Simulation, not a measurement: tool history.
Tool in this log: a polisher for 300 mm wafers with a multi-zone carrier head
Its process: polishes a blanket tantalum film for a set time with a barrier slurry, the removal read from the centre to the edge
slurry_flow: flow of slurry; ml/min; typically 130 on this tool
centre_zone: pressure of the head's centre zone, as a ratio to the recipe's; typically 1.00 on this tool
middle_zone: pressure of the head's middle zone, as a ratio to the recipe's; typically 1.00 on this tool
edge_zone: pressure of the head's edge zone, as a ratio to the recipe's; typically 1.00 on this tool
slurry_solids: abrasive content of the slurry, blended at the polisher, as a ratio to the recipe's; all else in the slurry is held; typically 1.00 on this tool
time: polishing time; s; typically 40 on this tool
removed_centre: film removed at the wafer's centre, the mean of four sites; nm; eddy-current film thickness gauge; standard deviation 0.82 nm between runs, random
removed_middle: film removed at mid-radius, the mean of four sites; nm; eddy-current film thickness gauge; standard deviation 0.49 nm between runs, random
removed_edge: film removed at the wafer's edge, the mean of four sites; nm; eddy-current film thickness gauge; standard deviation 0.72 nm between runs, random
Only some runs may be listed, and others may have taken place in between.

run    hour  slurry_flow  centre_zone  middle_zone  edge_zone  slurry_solids  time  incoming thickness of the incoming film, nm  removed_centre  removed_middle  removed_edge
  1     0.0          115         0.93         0.89       1.00           1.00    29                                        389.5            36.7            36.7          43.0
  2   104.8          170         1.00         1.00       0.97           1.00    47                                        394.1            73.8            75.0          74.3
  3   154.2          115         0.93         0.89       1.00           1.00    29                                        390.7            35.9            36.3          42.0
      185.7  -- slurry nozzle cleaned
      213.0  -- carrier head's membrane replaced by a new one
      236.9  -- centre zone pressure recalibrated
  4   249.1          130         1.00         1.08       0.88           0.85    40                                        393.1            60.3            65.5          56.8
  5   327.2          130         1.00         1.04       1.00           1.00    45                                        396.7            69.7            73.0          72.1
  6   408.8          130         1.00         1.00       1.00           1.00    40                                        387.4            59.8            61.3          62.4
  7   458.1          130         1.00         1.00       1.00           1.00    40                                        387.6            57.9            60.1          61.0
      485.3  -- worn pad replaced by a new one
  8   538.7          130         0.95         1.11       1.00           1.00    40                                        397.5            55.1            64.7          60.7
  9   627.7          130         1.00         1.00       1.00           1.00    40                                        387.7            57.1            58.1          60.9
 10   701.1          130         1.05         0.93       1.08           0.85    40                                        393.7            55.5            50.8          57.1
 11   797.3          115         1.11         0.90       1.00           1.00    40                                        397.5            57.3            49.7          57.2
      817.2  -- edge zone pressure recalibrated
 12   840.7          130         1.00         1.00       1.00           1.00    40                                        392.5            55.9            57.6          60.3
      939.7  -- slurry nozzle cleaned
 13   943.6          130         1.00         1.00       1.00           1.00    40                                        394.3            68.1            66.6          66.6
      965.9  -- centre zone pressure recalibrated
 14  1022.3          160         1.07         1.00       1.00           1.00    40                                        398.1            70.7            68.5          66.7
 15  1113.1          130         0.95         0.93       1.07           0.80    40                                        390.4            53.4            53.5          59.3

Run 16 has not been measured yet. What should we expect?
     1213.3  -- worn pad replaced by a new one
 16  1213.8          145         1.00         1.00       1.00           1.00    40                                        385.6               ?               ?             ?

Run 16 yielded removed_centre 62.9 nm, removed_middle 63.4 nm, removed_edge 64.4 nm.
The same run, on a tool lacking any hidden state, would have yielded removed_centre 69.1 nm, removed_middle 68.8 nm, removed_edge 68.2 nm.
